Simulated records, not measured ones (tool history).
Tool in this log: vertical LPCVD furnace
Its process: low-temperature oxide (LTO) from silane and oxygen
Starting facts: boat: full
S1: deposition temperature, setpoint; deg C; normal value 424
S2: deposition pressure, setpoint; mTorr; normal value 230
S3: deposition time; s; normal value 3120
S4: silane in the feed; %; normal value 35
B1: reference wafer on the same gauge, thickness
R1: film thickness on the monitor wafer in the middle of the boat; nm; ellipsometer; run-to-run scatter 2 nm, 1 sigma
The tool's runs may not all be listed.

{"run": 1, "hour": 0.0, "S1": 424, "S2": 230, "S3": 3120, "S4": 35, "B1": 622.4, "R1": 565.51}
{"run": 2, "hour": 54.2, "S1": 424, "S2": 230, "S3": 3120, "S4": 35, "B1": 621.98, "R1": 566.46}
{"run": 3, "hour": 117.1, "S1": 424, "S2": 230, "S3": 3120, "S4": 35, "B1": 622.68, "R1": 566.02}
{"run": 4, "hour": 155.5, "S1": 424, "S2": 270, "S3": 2340, "S4": 35, "B1": 622.06, "R1": 498.26}
{"run": 5, "hour": 210.3, "S1": 424, "S2": 270, "S3": 2340, "S4": 35, "B1": 621.21, "R1": 497.72}
{"run": 6, "hour": 260.1, "S1": 424, "S2": 270, "S3": 2340, "S4": 35, "B1": 621.59, "R1": 497.3}
{"run": 7, "hour": 302.6, "S1": 424, "S2": 230, "S3": 3780, "S4": 35, "B1": 621.95, "R1": 685.81}
{"run": 8, "hour": 349.9, "S1": 424, "S2": 230, "S3": 3120, "S4": 35, "B1": 621.28, "R1": 567.63}
{"run": 9, "hour": 388.7, "S1": 424, "S2": 230, "S3": 3120, "S4": 35, "B1": 622.85, "R1": 568.65}
{"run": 10, "hour": 456.2, "S1": 424, "S2": 230, "S3": 3120, "S4": 35, "B1": 621.63, "R1": 564.56}
{"run": 11, "hour": 486.0, "S1": 424, "S2": 250, "S3": 3120, "S4": 35, "B1": 622.07, "R1": 612.76}
{"run": 12, "hour": 549.5, "S1": 424, "S2": 270, "S3": 3120, "S4": 30, "B1": 621.78, "R1": 541.1}
{"run": 13, "hour": 579.1, "S1": 431, "S2": 230, "S3": 3120, "S4": 28, "B1": 622.57, "R1": 449.87}
{"run": 14, "hour": 645.4, "S1": 424, "S2": 230, "S3": 3120, "S4": 35, "B1": 622.96, "R1": 568.93}
{"run": 15, "hour": 674.6, "S1": 424, "S2": 230, "S3": 3570, "S4": 30, "B1": 621.83, "R1": 521.74}
{"hour": 736.4, "done": "pressure gauge zeroed"}
{"hour": 759.1, "done": "thermocouples replaced and temperature profile calibrated"}
{"run": 16, "hour": 759.6, "S1": 418, "S2": 250, "S3": 4110, "S4": 31, "B1": 622, "R1": 621.85}
{"run": 17, "hour": 766.3, "S1": 424, "S2": 230, "S3": 3120, "S4": 35, "B1": 622.11, "R1": 546.31}
{"hour": 848.5, "done": "gauge calibrated"}
{"run": 18, "hour": 855.0, "S1": 424, "S2": 230, "S3": 3120, "S4": 35, "B1": 622.29, "R1": 542.7}
{"hour": 897.7, "done": "silane flow controller replaced"}
{"run": 19, "hour": 898.2, "S1": 424, "S2": 230, "S3": 3120, "S4": 35, "B1": 621.44, "R1": 564.49}
{"run": 20, "hour": 954.0, "S1": 414, "S2": 190, "S3": 3480, "S4": 31, "B1": 621.81, "R1": 399.51}
{"run": 21, "hour": 983.7, "S1": 424, "S2": 230, "S3": 3120, "S4": 38, "B1": 622.53, "R1": 621.96}
{"run": 22, "hour": 1055.4, "S1": 430, "S2": 245, "S3": 2070, "S4": 37, "B1": 622.88, "R1": 455.84}
{"run": 23, "hour": 1105.3, "S1": 424, "S2": 195, "S3": 3120, "S4": 35, "B1": 622.33, "R1": 479.02}
{"run": 24, "hour": 1164.2, "S1": 424, "S2": 230, "S3": 3120, "S4": 39, "B1": 622.43, "R1": 641.15}
{"run": 25, "hour": 1206.8, "S1": 415, "S2": 180, "S3": 3990, "S4": 33, "B1": 622.76, "R1": 475.4}
{"run": 26, "hour": 1266.1, "S1": 424, "S2": 185, "S3": 3120, "S4": 35, "B1": 621.35, "R1": 451.67}
{"run": 27, "hour": 1320.5, "S1": 417, "S2": 195, "S3": 3540, "S4": 31, "B1": 622.41, "R1": 428.77}
{"run": 28, "hour": 1363.3, "S1": 424, "S2": 230, "S3": 3120, "S4": 35, "B1": 623.15, "R1": 567.6}
{"run": 29, "hour": 1397.7, "S1": 424, "S2": 255, "S3": 2460, "S4": 30, "B1": 621.66, "R1": 405.61}
{"run": 30, "hour": 1457.5, "S1": 412, "S2": 230, "S3": 2340, "S4": 28, "B1": 621.37, "R1": 275.49}
{"run": 31, "hour": 1525.5, "S1": 419, "S2": 230, "S3": 3960, "S4": 35, "B1": 622.42, "R1": 687.15}
{"run": 32, "hour": 1571.9, "S1": 412, "S2": 230, "S3": 2340, "S4": 28, "B1": 621.84, "R1": 274.33}

Consider 3 possible next runs. They are alternatives, not a sequence: every one starts from the tool as it was left by run 32. What does each give?
{"run": "A", "hour": 1575.7, "S1": 424, "S2": 230, "S3": 3120, "S4": 30, "B1": "?", "R1": "?"}
{"run": "B", "hour": 1575.7, "S1": 433, "S2": 245, "S3": 3690, "S4": 41, "B1": "?", "R1": "?"}
{"run": "C", "hour": 1575.7, "S1": 434, "S2": 185, "S3": 3960, "S4": 33, "B1": "?", "R1": "?"}

run=A B1=622.69 R1=461.17
run=B B1=622.69 R1=937.55
run=C B1=622.69 R1=594.46
With no hidden state in the tool, these same runs would have given:
run=A R1=454.99
run=B R1=926.26
run=C R1=586.94

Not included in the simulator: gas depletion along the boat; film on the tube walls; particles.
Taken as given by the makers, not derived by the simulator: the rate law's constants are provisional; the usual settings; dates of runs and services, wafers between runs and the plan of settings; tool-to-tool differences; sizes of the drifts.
